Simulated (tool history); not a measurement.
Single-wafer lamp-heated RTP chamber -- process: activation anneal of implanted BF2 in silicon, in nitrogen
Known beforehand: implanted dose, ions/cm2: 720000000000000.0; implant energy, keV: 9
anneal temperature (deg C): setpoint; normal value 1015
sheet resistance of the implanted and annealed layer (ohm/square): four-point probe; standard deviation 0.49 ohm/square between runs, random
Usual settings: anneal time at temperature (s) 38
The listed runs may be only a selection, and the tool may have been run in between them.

run,day,anneal temperature (deg C),anneal time at temperature (s),wafers since the last listed run,wafers since the last pyrometer calibration,wafers since the reflector plate was cleaned,hours since the gauge calibration,"read-back reference wafer on the same gauge, sheet resistance",sheet resistance of the implanted and annealed layer (ohm/square)
1,0.000,1015,38,0,9524,5978,3875.4,208.24,206.31
2,2.479,1015,38,929,10454,6907,3934.9,207.84,206.17
# day 5.188: pyrometer window cleaned and pyrometer calibrated
3,6.779,1015,38,1486,596,8394,4038.1,208.13,211.65
4,8.775,1007,38,748,1344,9142,4086.0,207.94,220.66
# day 12.342: reflector plate cleaned
5,12.362,1007,38,1219,2564,7,4172.1,207.93,217.92
6,16.433,1007,38,1525,4090,1533,4269.8,207.99,217.64
7,19.146,1031,38,1016,5106,2550,4334.9,208.06,191.97
# day 21.875: gauge calibrated
8,22.100,1031,38,1107,6214,3657,5.4,207.94,190.49
9,24.946,1015,38,1066,7280,4723,73.7,208.02,206.78
10,28.367,1015,38,1282,8562,6006,155.8,207.90,206.67
11,31.158,998,38,1046,9609,7052,222.8,208.14,226.46
12,33.588,1025,26,910,10519,7962,281.1,208.23,207.76
# day 34.829: pyrometer window cleaned and pyrometer calibrated
13,36.196,1038,19,852,512,8815,343.7,207.98,207.69
# day 37.304: reflector plate cleaned
14,39.471,993,32,1102,1614,811,422.3,208.17,243.30
15,43.704,1015,38,1586,3201,2398,523.9,207.99,207.89
16,45.862,1015,38,808,4010,3207,575.7,208.02,208.16
17,49.879,1000,18,1505,5515,4712,672.1,207.84,253.53
18,53.588,993,28,1389,6905,6102,761.1,207.99,243.92
19,57.150,990,49,1335,8240,7437,846.6,208.13,229.45
20,59.488,1004,28,876,9117,8313,902.7,208.00,228.91
21,62.150,1015,38,997,10115,9311,966.6,208.04,205.98
# day 63.008: pyrometer window cleaned and pyrometer calibrated
22,66.038,995,59,1332,1135,10644,1059.9,208.02,221.39
23,67.967,1015,46,723,1858,11367,1106.2,207.89,202.90
# day 68.500: reflector plate cleaned
24,69.712,1042,38,529,2387,453,1148.1,207.96,181.47
25,72.462,1015,38,1030,3418,1484,1214.1,208.18,207.96
26,78.321,1015,38,2195,5614,3680,1354.7,208.06,206.72
27,80.921,987,38,974,6588,4654,1417.1,207.86,241.84
28,83.708,1015,38,1044,7633,5699,1484.0,208.02,206.33
29,85.379,1015,26,626,8259,6325,1524.1,208.00,218.21
# day 89.017: pyrometer window cleaned and pyrometer calibrated
30,89.725,1015,38,1503,266,7829,1628.4,207.94,212.04
31,92.846,1034,50,1169,1435,8999,1703.3,207.94,181.90
# day 95.171: reflector plate cleaned
32,102.462,1042,38,3479,4915,2732,1934.1,208.00,180.15
33,105.329,998,38,1074,5989,3806,2002.9,208.15,226.21
34,107.812,1015,58,930,6920,4737,2062.5,208.11,193.28
35,110.546,1001,38,1024,7944,5761,2128.1,208.04,222.52

Entry by entry between the runs, the difference in hidden state between the last listed run before and the first listed run after:
Logged between run 2 and run 3: pyrometer window cleaned and pyrometer calibrated (day 5.188)
  true wafer temperature minus pyrometer reading, K: 6.26 -> 0.942
  what was measured, less what the result would be without the hidden state, sheet resistance of the implanted and annealed layer (ohm/square): -7.00 -> -1.07
Logged between run 4 and run 5: reflector plate cleaned (day 12.342)
  true wafer temperature minus pyrometer reading, K: 1.91 -> 3.21
  what was measured, less what the result would be without the hidden state, sheet resistance of the implanted and annealed layer (ohm/square): -2.35 -> -3.89
Logged between run 7 and run 8: gauge calibrated (day 21.875)
  true wafer temperature minus pyrometer reading, K: 4.65 -> 5.02
  what was measured, less what the result would be without the hidden state, sheet resistance of the implanted and annealed layer (ohm/square): -4.65 -> -4.98
Logged between run 12 and run 13: pyrometer window cleaned and pyrometer calibrated (day 34.829)
  true wafer temperature minus pyrometer reading, K: 5.73 -> 1.33
  what was measured, less what the result would be without the hidden state, sheet resistance of the implanted and annealed layer (ohm/square): -6.45 -> -1.49
Logged between run 13 and run 14: reflector plate cleaned (day 37.304)
  true wafer temperature minus pyrometer reading, K: 1.33 -> 2.85
  what was measured, less what the result would be without the hidden state, sheet resistance of the implanted and annealed layer (ohm/square): -1.49 -> -4.51
Logged between run 21 and run 22: pyrometer window cleaned and pyrometer calibrated (day 63.008)
  true wafer temperature minus pyrometer reading, K: 6.2 -> 2.29
  what was measured, less what the result would be without the hidden state, sheet resistance of the implanted and annealed layer (ohm/square): -6.92 -> -3.01
Logged between run 23 and run 24: reflector plate cleaned (day 68.500)
  true wafer temperature minus pyrometer reading, K: 3.09 -> 3.69
  what was measured, less what the result would be without the hidden state, sheet resistance of the implanted and annealed layer (ohm/square): -3.44 -> -3.25
Logged between run 29 and run 30: pyrometer window cleaned and pyrometer calibrated (day 89.017)
  true wafer temperature minus pyrometer reading, K: 6.09 -> 0.927
  what was measured, less what the result would be without the hidden state, sheet resistance of the implanted and annealed layer (ohm/square): -7.14 -> -1.05
Logged between run 31 and run 32: reflector plate cleaned (day 95.171)
  true wafer temperature minus pyrometer reading, K: 2.49 -> 5.06
  what was measured, less what the result would be without the hidden state, sheet resistance of the implanted and annealed layer (ohm/square): -2.27 -> -4.40
